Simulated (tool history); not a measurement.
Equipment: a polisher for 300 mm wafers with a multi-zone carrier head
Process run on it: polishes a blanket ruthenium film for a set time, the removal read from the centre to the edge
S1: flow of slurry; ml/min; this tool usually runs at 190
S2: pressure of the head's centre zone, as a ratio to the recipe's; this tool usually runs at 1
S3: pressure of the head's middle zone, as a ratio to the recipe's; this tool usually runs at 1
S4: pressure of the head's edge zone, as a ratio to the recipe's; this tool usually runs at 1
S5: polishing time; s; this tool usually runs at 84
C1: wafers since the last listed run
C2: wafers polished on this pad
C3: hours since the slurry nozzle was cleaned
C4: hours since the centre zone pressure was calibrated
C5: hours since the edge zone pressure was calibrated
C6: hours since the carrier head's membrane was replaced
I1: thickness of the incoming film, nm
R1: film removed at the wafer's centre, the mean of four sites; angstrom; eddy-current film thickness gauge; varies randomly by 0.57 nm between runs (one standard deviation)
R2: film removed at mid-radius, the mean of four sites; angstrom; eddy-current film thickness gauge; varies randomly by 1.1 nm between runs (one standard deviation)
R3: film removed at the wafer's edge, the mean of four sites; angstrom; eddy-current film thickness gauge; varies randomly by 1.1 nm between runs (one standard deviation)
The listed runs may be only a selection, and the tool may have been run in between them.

run,hour,S1,S2,S3,S4,S5,C1,C2,C3,C4,C5,C6,I1,R1,R2,R3
1,0,190,1,1,1,84,0,60,154.1,465.1,478.8,170.1,473.3,886,851,836
2,28.6,155,0.97,1,1,84,379,440,182.7,493.7,507.4,198.7,476.9,836,834,813
# hour 64: centre zone pressure recalibrated
3,80.7,210,1,1,1,110,665,1105,234.8,16.7,559.5,250.8,484.8,1135,1116,1105
4,200.7,210,1,1,1,84,1593,2698,354.8,136.7,679.5,370.8,474,873,868,850
5,260.6,190,1,1,1,84,795,3493,414.7,196.6,739.4,430.7,483.9,865,834,819
# hour 279.7: slurry nozzle cleaned
6,323.6,240,1,1,1,84,823,4316,43.9,259.6,802.4,493.7,473.3,877,864,820
7,349.2,190,0.93,0.89,1.05,110,339,4656,69.5,285.2,828,519.3,480.4,1034,973,1096
# hour 352.6: edge zone pressure recalibrated
8,394.3,190,1,1,1,84,572,5228,114.6,330.3,41.7,564.4,489.2,847,800,793
9,456.3,140,1,0.94,1,84,823,6051,176.6,392.3,103.7,626.4,474.5,771,717,750
# hour 515.4: centre zone pressure recalibrated
10,515.9,155,0.97,1,1,84,764,6816,236.2,0.5,163.3,686,479.4,708,739,736
# hour 529.1: worn pad replaced by a new one
11,538.9,190,1.04,1,1,84,252,129,259.2,23.5,186.3,709,482.9,891,865,853
12,575.7,190,0.88,0.95,1,113,488,618,296,60.3,223.1,745.8,483.6,1017,1129,1100
13,601.3,190,1,1,1,84,339,958,321.6,85.9,248.7,771.4,481.2,862,856,836
14,668.4,190,1,1,1,112,890,1848,388.7,153,315.8,838.5,477.4,1164,1166,1111
# hour 713.9: slurry nozzle cleaned
15,734.6,165,1,1,1,58,865,2714,20.7,219.2,382,904.7,478.8,582,575,559
16,761.6,165,1,0.88,0.92,107,358,3072,47.7,246.2,409,931.7,482.1,1072,918,987
17,805,190,1,1,1,58,576,3649,91.1,289.6,452.4,975.1,485.9,603,573,574
18,849.7,190,1.09,1,1,98,593,4242,135.8,334.3,497.1,1019.8,474.4,1098,955,943
19,919,190,1,1,1,84,919,5162,205.1,403.6,566.4,1089.1,474.7,845,815,794
# hour 928.8: centre zone pressure recalibrated
20,986.8,190,1.09,1,1.08,84,873,6035,272.9,58,634.2,1156.9,482.9,879,783,802
21,1040.1,125,0.95,1,1,111,707,6743,326.2,111.3,687.5,1210.2,480.8,902,920,960
# hour 1048: worn pad replaced by a new one
22,1110.1,190,1,1,1,84,876,823,396.2,181.3,757.5,1280.2,482.8,869,866,834

Branching from run 22: 4 alternative next runs. What would each branch give?
A,1110.5,190,1,1,1,84,5,829,396.6,181.7,757.9,1280.6,484,?,?,?
B,1110.5,130,1,1,0.97,84,5,829,396.6,181.7,757.9,1280.6,484,?,?,?
C,1110.5,245,1,1,1,104,5,829,396.6,181.7,757.9,1280.6,484,?,?,?
D,1110.5,235,1,1,1.07,84,5,829,396.6,181.7,757.9,1280.6,484,?,?,?

run,R1,R2,R3
A,879,853,836
B,804,788,778
C,1133,1096,1063
D,910,881,882
Without the tool's hidden state the same runs would have given:
run,R1,R2,R3
A,851,857,839
B,778,792,782
C,1097,1101,1068
D,881,885,886

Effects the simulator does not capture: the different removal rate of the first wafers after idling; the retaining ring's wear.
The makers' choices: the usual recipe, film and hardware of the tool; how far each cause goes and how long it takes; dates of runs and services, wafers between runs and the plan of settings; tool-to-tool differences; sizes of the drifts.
